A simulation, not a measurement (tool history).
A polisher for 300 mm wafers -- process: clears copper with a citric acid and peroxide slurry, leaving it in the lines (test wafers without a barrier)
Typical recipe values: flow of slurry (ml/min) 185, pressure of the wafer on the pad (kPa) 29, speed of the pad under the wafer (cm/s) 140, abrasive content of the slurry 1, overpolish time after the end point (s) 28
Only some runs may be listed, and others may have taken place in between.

run     day  flow of slurry (ml/min)  pressure of the wafer on the pad (kPa)  speed of the pad under the wafer (cm/s)  abrasive content of the slurry  overpolish time after the end point (s)  incoming thickness of the incoming film, nm  time until the end point was called (s)  dishing of a wide line in a test structure (angstrom)
  1       0                      185                                      29                                      140                               1                                       28                                        436.3                                    120.4                                                    653
      4.954  -- slurry blender recalibrated
  2   7.604                      185                                      29                                      140                               1                                       28                                        440.1                                    128.8                                                    657
  3  10.579                      185                                      29                                      140                               1                                       28                                        445.9                                    129.5                                                    640
     11.571  -- head pressure recalibrated
     11.933  -- slurry blender recalibrated
     12.262  -- worn pad replaced by a new one, of another model than before
  4  12.417                      185                                      29                                      140                               1                                       28                                        443.9                                    121.4                                                    671
  5  13.662                      185                                    22.1                                      112                               1                                       28                                          449                                    173.4                                                    503
     13.979  -- slurry nozzle cleaned
  6  15.892                      185                                    33.1                                      140                               1                                       28                                        443.7                                    114.8                                                    721
  7  17.408                      140                                    35.9                                      140                               1                                       28                                        433.8                                    111.5                                                    722
     19.367  -- slurry blender recalibrated
  8  20.117                      145                                      29                                      140                               1                                       28                                        441.5                                    126.1                                                    638
  9  22.079                      185                                      29                                      140                               1                                       28                                        441.7                                    128.1                                                    652
 10  23.204                      220                                    20.7                                      140                               1                                       28                                        443.1                                    146.4                                                    566
     23.504  -- worn pad replaced by a new one
 11  25.808                      185                                      29                                      140                               1                                       28                                        442.3                                    117.5                                                    662
     27.021  -- slurry blender recalibrated
 12  28.129                      185                                      29                                      140                             0.8                                       43                                        441.3                                    129.8                                                    886
 13  29.288                      185                                      29                                      140                               1                                       15                                        438.5                                    123.4                                                    380
 14  30.317                      185                                      29                                      140                            0.75                                       28                                          435                                    131.6                                                    627
 15  32.125                      185                                      29                                      140                            1.25                                       37                                        435.3                                    117.1                                                    855
 16  33.688                      185                                    20.7                                      140                             1.2                                       37                                        433.8                                    136.7                                                    725
     34.996  -- slurry blender recalibrated
 17  35.438                      185                                      29                                      140                               1                                       16                                        432.2                                    125.8                                                    387
     35.679  -- worn pad replaced by a new one
 18  36.592                      230                                      29                                      174                               1                                       28                                        435.5                                     94.5                                                    817

Below are 4 alternative next runs, each starting from the tool's condition after run 18. Predict each:
  A  36.612                      185                                      29                                      140                               1                                       28                                        440.5                                        ?                                                      ?
  B  36.612                      145                                      29                                      140                               1                                       43                                        440.5                                        ?                                                      ?
  C  36.612                      185                                      29                                      140                             0.7                                       28                                        440.5                                        ?                                                      ?
  D  36.612                      140                                      29                                      180                               1                                       28                                        440.5                                        ?                                                      ?

run  time until the end point was called (s)  dishing of a wide line in a test structure (angstrom)
  A                                    116.9                                                    672
  B                                    119.6                                                    922
  C                                      128                                                    623
  D                                     93.6                                                    802
Take away the tool's hidden state, keep each run's random variation, and the runs would have read:
run  time until the end point was called (s)  dishing of a wide line in a test structure (angstrom)
  A                                    116.3                                                    675
  B                                      119                                                    926
  C                                    127.3                                                    626
  D                                     93.1                                                    805
